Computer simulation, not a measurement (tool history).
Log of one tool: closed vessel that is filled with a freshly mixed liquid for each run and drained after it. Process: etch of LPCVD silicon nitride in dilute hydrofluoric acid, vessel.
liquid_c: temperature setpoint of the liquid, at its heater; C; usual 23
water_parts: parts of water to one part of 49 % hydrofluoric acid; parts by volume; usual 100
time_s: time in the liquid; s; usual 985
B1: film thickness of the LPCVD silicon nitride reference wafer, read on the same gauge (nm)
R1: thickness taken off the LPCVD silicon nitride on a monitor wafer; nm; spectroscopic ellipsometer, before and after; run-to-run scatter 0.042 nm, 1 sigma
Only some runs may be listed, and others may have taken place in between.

run 1 hour=0 | liquid_c=23 water_parts=100 time_s=985 | B1=139.989 | R1=4.38
run 2 hour=8.8 | liquid_c=23 water_parts=100 time_s=615 | B1=140.045 | R1=2.743
run 3 hour=22.8 | liquid_c=23 water_parts=100 time_s=615 | B1=140.019 | R1=2.766
run 4 hour=38.8 | liquid_c=23 water_parts=100 time_s=615 | B1=139.998 | R1=2.79
run 5 hour=52.4 | liquid_c=21.5 water_parts=100 time_s=595 | B1=140.012 | R1=2.412
run 6 hour=69.8 | liquid_c=23 water_parts=100 time_s=985 | B1=140.018 | R1=4.414
run 7 hour=86.9 | liquid_c=23 water_parts=100 time_s=985 | B1=140 | R1=4.385
run 8 hour=93 | liquid_c=23 water_parts=100 time_s=985 | B1=139.973 | R1=4.456
run 9 hour=108.6 | liquid_c=23 water_parts=100 time_s=985 | B1=140.015 | R1=4.489
-- hour=119.6 thermometer replaced
run 10 hour=124.2 | liquid_c=23 water_parts=100 time_s=985 | B1=140.026 | R1=4.441
run 11 hour=130.5 | liquid_c=23 water_parts=80 time_s=985 | B1=140.007 | R1=5.62
run 12 hour=183.6 | liquid_c=23 water_parts=100 time_s=985 | B1=140.024 | R1=4.499
run 13 hour=195.1 | liquid_c=23 water_parts=85 time_s=1115 | B1=139.943 | R1=5.982
-- hour=199.8 gauge calibrated
run 14 hour=210.2 | liquid_c=26 water_parts=85 time_s=570 | B1=139.972 | R1=3.686
run 15 hour=224.9 | liquid_c=24.5 water_parts=115 time_s=985 | B1=140.021 | R1=4.204
run 16 hour=242.5 | liquid_c=23 water_parts=100 time_s=1525 | B1=140.024 | R1=6.867
run 17 hour=253.7 | liquid_c=27.5 water_parts=100 time_s=985 | B1=140.036 | R1=5.771
run 18 hour=263.5 | liquid_c=23 water_parts=85 time_s=985 | B1=139.97 | R1=5.165
run 19 hour=279.8 | liquid_c=23 water_parts=100 time_s=985 | B1=140.006 | R1=4.451
-- hour=286.5 hydrofluoric acid flow meter replaced
run 20 hour=292.4 | liquid_c=23 water_parts=100 time_s=985 | B1=140.01 | R1=4.37
run 21 hour=300.2 | liquid_c=26 water_parts=60 time_s=775 | B1=139.998 | R1=6.952
run 22 hour=306.5 | liquid_c=26 water_parts=100 time_s=760 | B1=139.962 | R1=4.07
run 23 hour=318.3 | liquid_c=21.5 water_parts=100 time_s=595 | B1=139.979 | R1=2.424
run 24 hour=335 | liquid_c=23 water_parts=70 time_s=985 | B1=139.99 | R1=6.379
run 25 hour=366.9 | liquid_c=25.5 water_parts=80 time_s=770 | B1=140.014 | R1=5.097
run 26 hour=381.4 | liquid_c=19 water_parts=100 time_s=985 | B1=139.996 | R1=3.325
run 27 hour=403.8 | liquid_c=20.5 water_parts=100 time_s=985 | B1=139.983 | R1=3.756
run 28 hour=411 | liquid_c=21 water_parts=100 time_s=825 | B1=139.987 | R1=3.187
run 29 hour=417.3 | liquid_c=25 water_parts=140 time_s=1570 | B1=140.036 | R1=5.806
run 30 hour=425.8 | liquid_c=26 water_parts=120 time_s=565 | B1=139.978 | R1=2.582
-- hour=442 gauge calibrated
run 31 hour=443.3 | liquid_c=23 water_parts=60 time_s=985 | B1=140.019 | R1=7.337

Consider 5 possible next runs. They are alternatives, not a sequence: every one starts from the tool as it was left by run 31. What does each give?
run A hour=444.2 | liquid_c=23 water_parts=120 time_s=985 | B1=? | R1=?
run B hour=444.2 | liquid_c=27.5 water_parts=135 time_s=985 | B1=? | R1=?
run C hour=444.2 | liquid_c=18.5 water_parts=85 time_s=505 | B1=? | R1=?
run D hour=444.2 | liquid_c=18.5 water_parts=120 time_s=985 | B1=? | R1=?
run E hour=444.2 | liquid_c=23 water_parts=130 time_s=1145 | B1=? | R1=?

run=A B1=139.975 R1=3.737
run=B B1=139.975 R1=4.442
run=C B1=139.975 R1=1.98
run=D B1=139.975 R1=2.762
run=E B1=139.975 R1=4.014
Without the tool's hidden state the same runs would have given:
run=A R1=3.737
run=B R1=4.442
run=C R1=1.98
run=D R1=2.762
run=E R1=4.014
